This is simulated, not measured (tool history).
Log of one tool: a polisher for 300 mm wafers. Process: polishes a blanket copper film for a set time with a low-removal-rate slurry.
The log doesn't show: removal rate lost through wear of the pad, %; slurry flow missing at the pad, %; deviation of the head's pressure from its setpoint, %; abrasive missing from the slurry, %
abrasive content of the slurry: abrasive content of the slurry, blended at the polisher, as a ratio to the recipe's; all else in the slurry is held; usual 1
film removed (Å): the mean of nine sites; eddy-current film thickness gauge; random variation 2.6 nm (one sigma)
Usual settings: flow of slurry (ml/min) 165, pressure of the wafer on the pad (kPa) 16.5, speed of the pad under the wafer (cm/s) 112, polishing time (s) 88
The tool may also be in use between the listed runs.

run	hour	flow of slurry (ml/min)	pressure of the wafer on the pad (kPa)	speed of the pad under the wafer (cm/s)	abrasive content of the slurry	polishing time (s)	wafers since the last listed run	wafers polished on this pad	hours since the slurry nozzle was cleaned	hours since the head pressure was calibrated	hours since the slurry blender was calibrated	incoming thickness of the incoming film, nm	film removed (Å)
1	0	165	14.5	112	1	88	0	740	395	526.5	213.4	1343.1	2349
2	20.8	165	16.5	112	1	88	122	863	415.8	547.3	234.2	1337	2554
3	47.9	165	16.5	112	1	88	159	1022	442.9	574.4	261.3	1339.8	2506
# hour 57.1: slurry blender recalibrated
4	81.8	165	16.5	112	1	88	187	1210	476.8	608.3	24.7	1322.8	2527
# hour 91.9: worn pad replaced by a new one
5	95.4	165	16.5	112	1	88	56	20	490.4	621.9	38.3	1339.6	2509
6	123.5	165	16.5	112	1	88	165	186	518.5	650	66.4	1322.5	2525
7	144.3	165	16.5	112	1	88	122	308	539.3	670.8	87.2	1322	2460
8	178	165	16.5	112	1	88	198	506	573	704.5	120.9	1345.6	2463
# hour 185.8: head pressure recalibrated
9	192.1	165	16.5	112	1	88	71	578	587.1	6.3	135	1335.4	2672
10	215.6	165	16.5	112	1	88	138	716	610.6	29.8	158.5	1349.4	2603
11	240.4	190	16.5	112	1	88	145	862	635.4	54.6	183.3	1362.1	2694
12	257.9	190	16.5	112	1	88	102	965	652.9	72.1	200.8	1338.7	2679
13	276.3	165	16.5	112	1	88	108	1073	671.3	90.5	219.2	1359	2594
# hour 297.2: worn pad replaced by a new one
14	299.7	165	16.5	112	1	88	114	14	694.7	113.9	242.6	1323.8	2573
15	330.1	165	15.2	112	0.85	88	178	193	725.1	144.3	273	1351.2	2373
16	351.4	165	12.4	112	1	98	125	318	746.4	165.6	294.3	1348.9	2410
# hour 359: slurry blender recalibrated
# hour 372.9: slurry nozzle cleaned
17	379.1	165	22.1	92	1	88	145	464	6.2	193.3	20.1	1329.6	2670
18	406.7	165	16.5	112	1	88	162	626	33.8	220.9	47.7	1338.9	2620
19	428.3	215	12.4	112	1	88	127	753	55.4	242.5	69.3	1349.5	2317
20	453.3	165	12.4	148	1	80	147	900	80.4	267.5	94.3	1328	2620
21	474.8	105	16.5	78	1.15	88	126	1027	101.9	289	115.8	1352.9	1755
22	510	145	16.5	112	1	116	207	1234	137.1	324.2	151	1353.6	3363
# hour 534.1: worn pad replaced by a new one
23	540.5	180	16.5	124	1	78	155	37	167.6	354.7	181.5	1344.7	2605
24	574.5	165	22.1	100	1.15	73	200	237	201.6	388.7	215.5	1350.9	2359
25	601.3	215	16.5	112	1	88	157	395	228.4	415.5	242.3	1333.4	2672
# hour 613: slurry blender recalibrated
26	619.7	210	21.4	112	1.2	97	96	492	246.8	433.9	6.7	1327.9	3530
27	639.6	165	16.5	112	1	88	117	609	266.7	453.8	26.6	1355.3	2570
28	664.8	165	16.5	112	0.75	88	148	757	291.9	479	51.8	1329.1	2407

Forecast run 29:
29	685.5	165	16.5	112	1	88	121	879	312.6	499.7	72.5	1331.7	?

{"run 29": {"film removed (Å)": 2544}}
Without the tool's hidden state the same run would have given film removed (Å) 2770.
